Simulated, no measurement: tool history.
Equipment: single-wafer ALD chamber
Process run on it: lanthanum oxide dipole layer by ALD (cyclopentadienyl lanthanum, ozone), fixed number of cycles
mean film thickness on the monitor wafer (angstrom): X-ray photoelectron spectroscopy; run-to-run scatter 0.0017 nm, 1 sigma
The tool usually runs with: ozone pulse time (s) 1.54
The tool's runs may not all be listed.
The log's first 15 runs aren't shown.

run	day	ozone pulse time (s)	read-back reference wafer on the same gauge, thickness_nm	mean film thickness on the monitor wafer (angstrom)
16	17.125	1.54	0.539	5.20
17	18.371	1.54	0.539	5.15
18	18.900	1.54	0.539	5.19
19	19.625	1.54	0.539	5.14
20	20.183	1.83	0.539	5.39
21	23.721	1.70	0.539	5.26
22	24.629	1.97	0.539	5.43
23	25.654	1.23	0.539	4.61
24	27.054	1.54	0.539	5.05
25	28.208	0.99	0.539	3.98
# day 28.996: showerhead replaced
26	29.208	1.90	0.539	5.28
27	30.217	1.21	0.539	4.45
# day 31.121: ozone generator serviced
28	33.550	1.54	0.539	5.38
29	34.829	0.99	0.539	4.63
30	35.846	1.85	0.539	5.54
31	36.646	1.54	0.539	5.41
32	37.188	1.72	0.539	5.47
33	38.138	1.34	0.539	5.21
34	39.462	1.20	0.539	5.00

Forecast each of these 4 alternatives for the next run:
A	39.479	1.54	?	?
B	39.479	1.78	?	?
C	39.479	1.93	?	?
D	39.479	1.32	?	?

run	read-back reference wafer on the same gauge, thickness_nm	mean film thickness on the monitor wafer (angstrom)
A	0.539	5.39
B	0.539	5.52
C	0.539	5.57
D	0.539	5.19
Without the tool's hidden state the same runs would have given:
run	mean film thickness on the monitor wafer (angstrom)
A	5.44
B	5.55
C	5.60
D	5.25
